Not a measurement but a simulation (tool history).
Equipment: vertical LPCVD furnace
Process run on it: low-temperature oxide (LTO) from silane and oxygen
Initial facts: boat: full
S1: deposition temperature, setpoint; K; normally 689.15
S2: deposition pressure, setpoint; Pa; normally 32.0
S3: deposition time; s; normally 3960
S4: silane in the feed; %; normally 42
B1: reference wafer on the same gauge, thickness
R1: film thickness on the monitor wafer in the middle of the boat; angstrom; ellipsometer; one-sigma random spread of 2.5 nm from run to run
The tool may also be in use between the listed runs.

run,hour,S1,S2,S3,S4,B1,R1
1,0.0,689.15,32.0,3960,42,722.96,8058.5
2,52.6,689.15,32.0,3960,42,723.45,8001.7
3,112.0,689.15,32.0,3960,42,723.83,7975.1
4,152.8,689.15,32.0,3960,42,722.79,8043.2
5,214.6,689.15,32.0,3960,42,722.42,8020.0
6,252.0,689.15,32.0,3960,42,723.48,8022.5
7,277.5,689.15,26.7,3960,42,722.69,6714.9
8,335.2,689.15,26.7,3960,42,723.77,6699.0
9,373.1,689.15,26.7,3960,42,722.64,6699.3
10,441.9,689.15,32.0,3960,42,722.54,8067.5
11,474.8,689.15,32.0,3960,42,722.47,8027.8
# hour 487.5: gauge calibrated
12,522.0,689.15,32.0,3960,42,722.94,8052.2
13,560.3,684.15,32.0,3960,42,723.98,7658.0
14,618.1,684.15,32.0,3960,42,723.07,7707.5
15,659.5,689.15,32.0,3960,42,722.31,8072.1
16,727.6,689.15,32.0,3960,42,723.03,8105.9
17,756.4,680.15,32.0,2670,42,722.92,4922.5
18,796.9,689.15,32.0,3960,42,723.36,8085.8
# hour 858.2: thermocouples replaced and temperature profile calibrated
19,858.7,693.15,38.0,3960,42,722.51,10252.5
20,882.0,682.15,36.7,3210,42,723.05,7171.2
21,935.5,681.15,32.0,2760,42,723.35,5351.0
22,969.2,699.15,32.0,2460,42,723.14,5690.6
23,1027.5,689.15,35.3,3960,42,722.84,9190.1

Run 24 is up next; what results do you expect?
# hour 1055.6: silane flow controller replaced
# hour 1058.8: pressure gauge zeroed
24,1064.1,680.15,32.0,3960,42,?,?

B1: 723.35
R1: 7606.7 angstrom
Had the tool carried no hidden state, the very same run would have given R1 7204.8 angstrom.
